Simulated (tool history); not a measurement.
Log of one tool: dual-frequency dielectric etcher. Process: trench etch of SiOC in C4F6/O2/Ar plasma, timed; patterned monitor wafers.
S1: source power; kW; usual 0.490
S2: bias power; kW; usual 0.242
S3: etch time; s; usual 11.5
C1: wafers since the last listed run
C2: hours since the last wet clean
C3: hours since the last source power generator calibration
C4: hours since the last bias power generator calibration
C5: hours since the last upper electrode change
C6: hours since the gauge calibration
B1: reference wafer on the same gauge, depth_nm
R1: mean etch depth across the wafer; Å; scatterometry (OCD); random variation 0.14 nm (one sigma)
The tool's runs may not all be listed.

{"run": 1, "hour": 0.0, "S1": 0.57, "S2": 0.242, "S3": 9.5, "C1": 0, "C2": 259.7, "C3": 2466.9, "C4": 2172.5, "C5": 4258.5, "C6": 160.2, "B1": 27.26, "R1": 227.6}
{"run": 2, "hour": 32.3, "S1": 0.57, "S2": 0.242, "S3": 9.5, "C1": 291, "C2": 292.0, "C3": 2499.2, "C4": 2204.8, "C5": 4290.8, "C6": 192.5, "B1": 27.3, "R1": 228.3}
{"run": 3, "hour": 58.7, "S1": 0.57, "S2": 0.242, "S3": 9.5, "C1": 238, "C2": 318.4, "C3": 2525.6, "C4": 2231.2, "C5": 4317.2, "C6": 218.9, "B1": 27.22, "R1": 228.0}
{"run": 4, "hour": 85.3, "S1": 0.58, "S2": 0.242, "S3": 11.5, "C1": 240, "C2": 345.0, "C3": 2552.2, "C4": 2257.8, "C5": 4343.8, "C6": 245.5, "B1": 27.19, "R1": 278.6}
{"run": 5, "hour": 104.2, "S1": 0.58, "S2": 0.242, "S3": 11.5, "C1": 170, "C2": 363.9, "C3": 2571.1, "C4": 2276.7, "C5": 4362.7, "C6": 264.4, "B1": 27.15, "R1": 276.1}
{"run": 6, "hour": 129.8, "S1": 0.49, "S2": 0.198, "S3": 11.5, "C1": 231, "C2": 389.5, "C3": 2596.7, "C4": 2302.3, "C5": 4388.3, "C6": 290.0, "B1": 27.16, "R1": 239.4}
{"run": 7, "hour": 154.5, "S1": 0.49, "S2": 0.242, "S3": 11.5, "C1": 222, "C2": 414.2, "C3": 2621.4, "C4": 2327.0, "C5": 4413.0, "C6": 314.7, "B1": 27.11, "R1": 259.8}
{"run": 8, "hour": 170.5, "S1": 0.52, "S2": 0.242, "S3": 11.5, "C1": 144, "C2": 430.2, "C3": 2637.4, "C4": 2343.0, "C5": 4429.0, "C6": 330.7, "B1": 27.08, "R1": 267.3}
{"run": 9, "hour": 185.0, "S1": 0.49, "S2": 0.242, "S3": 11.5, "C1": 130, "C2": 444.7, "C3": 2651.9, "C4": 2357.5, "C5": 4443.5, "C6": 345.2, "B1": 27.09, "R1": 260.0}
{"run": 10, "hour": 208.2, "S1": 0.49, "S2": 0.242, "S3": 11.5, "C1": 209, "C2": 467.9, "C3": 2675.1, "C4": 2380.7, "C5": 4466.7, "C6": 368.4, "B1": 27.06, "R1": 258.8}
{"run": 11, "hour": 225.0, "S1": 0.49, "S2": 0.242, "S3": 11.5, "C1": 151, "C2": 484.7, "C3": 2691.9, "C4": 2397.5, "C5": 4483.5, "C6": 385.2, "B1": 26.97, "R1": 257.5}
{"run": 12, "hour": 257.2, "S1": 0.45, "S2": 0.242, "S3": 11.5, "C1": 290, "C2": 516.9, "C3": 2724.1, "C4": 2429.7, "C5": 4515.7, "C6": 417.4, "B1": 26.96, "R1": 252.1}
{"hour": 272.0, "done": "bias power generator calibrated"}
{"run": 13, "hour": 288.6, "S1": 0.45, "S2": 0.242, "S3": 11.5, "C1": 247, "C2": 548.3, "C3": 2755.5, "C4": 16.6, "C5": 4547.1, "C6": 448.8, "B1": 26.88, "R1": 249.5}
{"hour": 318.0, "done": "gauge calibrated"}
{"hour": 327.4, "done": "source power generator calibrated"}
{"run": 14, "hour": 327.9, "S1": 0.45, "S2": 0.242, "S3": 11.5, "C1": 318, "C2": 587.6, "C3": 0.5, "C4": 55.9, "C5": 4586.4, "C6": 9.9, "B1": 27.35, "R1": 254.8}
{"hour": 380.1, "done": "wet clean of the chamber"}
{"run": 15, "hour": 415.7, "S1": 0.49, "S2": 0.213, "S3": 11.5, "C1": 575, "C2": 35.6, "C3": 88.3, "C4": 143.7, "C5": 4674.2, "C6": 97.7, "B1": 27.25, "R1": 249.2}
{"run": 16, "hour": 431.1, "S1": 0.49, "S2": 0.242, "S3": 13.5, "C1": 138, "C2": 51.0, "C3": 103.7, "C4": 159.1, "C5": 4689.6, "C6": 113.1, "B1": 27.25, "R1": 306.8}
{"run": 17, "hour": 451.5, "S1": 0.45, "S2": 0.242, "S3": 11.5, "C1": 184, "C2": 71.4, "C3": 124.1, "C4": 179.5, "C5": 4710.0, "C6": 133.5, "B1": 27.22, "R1": 254.0}
{"run": 18, "hour": 483.7, "S1": 0.49, "S2": 0.242, "S3": 11.5, "C1": 290, "C2": 103.6, "C3": 156.3, "C4": 211.7, "C5": 4742.2, "C6": 165.7, "B1": 27.28, "R1": 262.9}
{"run": 19, "hour": 516.3, "S1": 0.49, "S2": 0.198, "S3": 11.5, "C1": 294, "C2": 136.2, "C3": 188.9, "C4": 244.3, "C5": 4774.8, "C6": 198.3, "B1": 27.23, "R1": 241.4}
{"run": 20, "hour": 545.7, "S1": 0.49, "S2": 0.27, "S3": 10.0, "C1": 265, "C2": 165.6, "C3": 218.3, "C4": 273.7, "C5": 4804.2, "C6": 227.7, "B1": 27.19, "R1": 236.6}
{"run": 21, "hour": 576.9, "S1": 0.39, "S2": 0.197, "S3": 11.5, "C1": 281, "C2": 196.8, "C3": 249.5, "C4": 304.9, "C5": 4835.4, "C6": 258.9, "B1": 27.17, "R1": 221.8}
{"hour": 620.2, "done": "upper electrode replaced"}
{"run": 22, "hour": 676.9, "S1": 0.53, "S2": 0.262, "S3": 15.0, "C1": 685, "C2": 296.8, "C3": 349.5, "C4": 404.9, "C5": 56.7, "C6": 358.9, "B1": 27.01, "R1": 359.4}
{"run": 23, "hour": 701.7, "S1": 0.6, "S2": 0.292, "S3": 11.5, "C1": 223, "C2": 321.6, "C3": 374.3, "C4": 429.7, "C5": 81.5, "C6": 383.7, "B1": 26.93, "R1": 300.4}
{"run": 24, "hour": 717.6, "S1": 0.49, "S2": 0.194, "S3": 9.0, "C1": 143, "C2": 337.5, "C3": 390.2, "C4": 445.6, "C5": 97.4, "C6": 399.6, "B1": 26.98, "R1": 184.9}
{"run": 25, "hour": 734.4, "S1": 0.44, "S2": 0.203, "S3": 11.5, "C1": 151, "C2": 354.3, "C3": 407.0, "C4": 462.4, "C5": 114.2, "C6": 416.4, "B1": 26.9, "R1": 231.5}
{"run": 26, "hour": 755.3, "S1": 0.58, "S2": 0.257, "S3": 11.5, "C1": 188, "C2": 375.2, "C3": 427.9, "C4": 483.3, "C5": 135.1, "C6": 437.3, "B1": 26.87, "R1": 281.2}
{"run": 27, "hour": 779.6, "S1": 0.38, "S2": 0.242, "S3": 13.0, "C1": 219, "C2": 399.5, "C3": 452.2, "C4": 507.6, "C5": 159.4, "C6": 461.6, "B1": 26.82, "R1": 265.7}
{"hour": 796.8, "done": "gauge calibrated"}
{"run": 28, "hour": 801.2, "S1": 0.6, "S2": 0.274, "S3": 11.5, "C1": 194, "C2": 421.1, "C3": 473.8, "C4": 529.2, "C5": 181.0, "C6": 4.4, "B1": 27.31, "R1": 294.2}
{"run": 29, "hour": 813.9, "S1": 0.49, "S2": 0.242, "S3": 11.5, "C1": 114, "C2": 433.8, "C3": 486.5, "C4": 541.9, "C5": 193.7, "C6": 17.1, "B1": 27.26, "R1": 260.4}
{"run": 30, "hour": 848.9, "S1": 0.55, "S2": 0.271, "S3": 9.5, "C1": 315, "C2": 468.8, "C3": 521.5, "C4": 576.9, "C5": 228.7, "C6": 52.1, "B1": 27.31, "R1": 236.1}

How the hidden state differs across the entries between the runs, from the last listed run before each to the first after it:
Between runs 12 and 13: bias power generator calibrated (hour 272.0)
  gauge reads high (%): -1.29 -> -1.53
  measured less the result without the state, R1: -3.3 -> -3.8 Å
Between runs 13 and 14: gauge calibrated (hour 318.0); source power generator calibrated (hour 327.4)
  gauge reads high (%): -1.53 -> 0.0103
  measured less the result without the state, R1: -3.8 -> +0.0 Å
Between runs 14 and 15: wet clean of the chamber (hour 380.1)
  gauge reads high (%): 0.0103 -> -0.0705
  measured less the result without the state, R1: +0.0 -> -0.2 Å
Between runs 21 and 22: upper electrode replaced (hour 620.2)
  gauge reads high (%): -0.562 -> -1.09
  measured less the result without the state, R1: -1.2 -> -4.0 Å
Between runs 27 and 28: gauge calibrated (hour 796.8)
  gauge reads high (%): -1.81 -> 0.00403
  measured less the result without the state, R1: -4.9 -> +0.0 Å
